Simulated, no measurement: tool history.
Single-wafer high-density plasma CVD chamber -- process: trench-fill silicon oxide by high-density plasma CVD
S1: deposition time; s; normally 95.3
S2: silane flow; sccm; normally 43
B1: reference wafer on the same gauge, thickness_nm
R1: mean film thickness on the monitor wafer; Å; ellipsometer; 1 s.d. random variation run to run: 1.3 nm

run    hour     S1  S2       B1       R1
  1       0   95.3  40  474.813  3992.52
  2    70.4   95.3  40  475.142   4014.5
  3   116.9  109.8  48  475.168  5085.34
      140.3  -- gauge calibrated
  4   188.1  109.8  48   475.28  5086.59
  5   252.9   81.9  37   475.13  3313.85
  6   298.6   81.9  37  474.944  3305.97
  7     369   95.3  43  474.949  4186.09
  8   430.7   95.3  47  475.018  4373.42
  9   470.2  110.1  49  475.133  5192.39
 10   519.2  110.1  49  474.958   5186.1
 11     580   95.3  43  474.751  4174.38
 12   609.6   95.3  43  474.911  4181.31
 13   680.1   95.3  43  475.066  4196.39
 14   741.2   86.2  43  475.076  3797.82
 15   778.8   95.3  43  475.012  4204.46
 16   817.3   95.3  43  475.214  4203.07
 17     848   95.3  43  474.687  4192.83
 18  1024.1  100.7  43  475.058  4454.52
 19  1067.9  100.7  43  474.985  4467.87
 20  1097.7  100.7  43   474.92  4457.79
 21  1133.3   85.1  47  475.136  3955.65
 22  1198.4   80.9  51   475.01  3932.31
 23  1256.1   95.3  43  475.329  4217.43
 24  1286.2   77.2  47  475.072  3574.25
 25  1329.8  100.7  38  474.869  4202.29
     1449.2  -- gauge calibrated
 26  1526.9  112.2  45  475.011  5124.54
 27    1565   95.3  35  474.943  3841.12
 28  1616.2   85.3  51   474.69  4190.17
 29  1644.7   76.7  43  474.864  3414.39
 30  1683.8   95.3  39  474.871  4035.19
     1694.3  -- silane flow controller replaced
 31  1748.8   87.8  50  475.184  4161.43
 32  1775.9   89.8  40  475.148  3733.25
 33  1831.4     84  47   474.85  3857.75
 34  1876.6   80.3  43  474.951   3508.2
 35  1911.3   95.3  43  475.192   4175.6
 36  1960.7  106.5  46   474.82  4814.06
 37  1993.5   89.1  51  474.942  4289.77
 38  2033.7   95.3  43   475.12  4151.25
 39  2070.9   80.9  43  475.171   3517.5
 40  2099.1  106.4  43  475.115  4663.75
 41  2205.7   95.3  43  474.935  4167.39
 42    2260   95.3  43  475.103  4173.15
 43  2292.6   95.3  43   474.84  4178.83
 44  2350.6   84.4  51  474.874  4059.52
 45  2389.6  104.3  43  474.672  4597.86

Here are 5 independent what-if runs from the current tool condition. What would each one return?
  A  2390   95.3  43   ?   ?
  B  2390  102.6  50   ?   ?
  C  2390  103.1  35   ?   ?
  D  2390  106.2  39   ?   ?
  E  2390  101.9  46   ?   ?

run       B1       R1
  A  475.155  4192.48
  B  475.155  4912.76
  C  475.155  4077.24
  D  475.155  4435.92
  E  475.155  4652.72
Without the tool's hidden state the same runs would have given:
run       R1
  A  4127.81
  B  4836.98
  C  4014.35
  D  4367.49
  E  4580.95
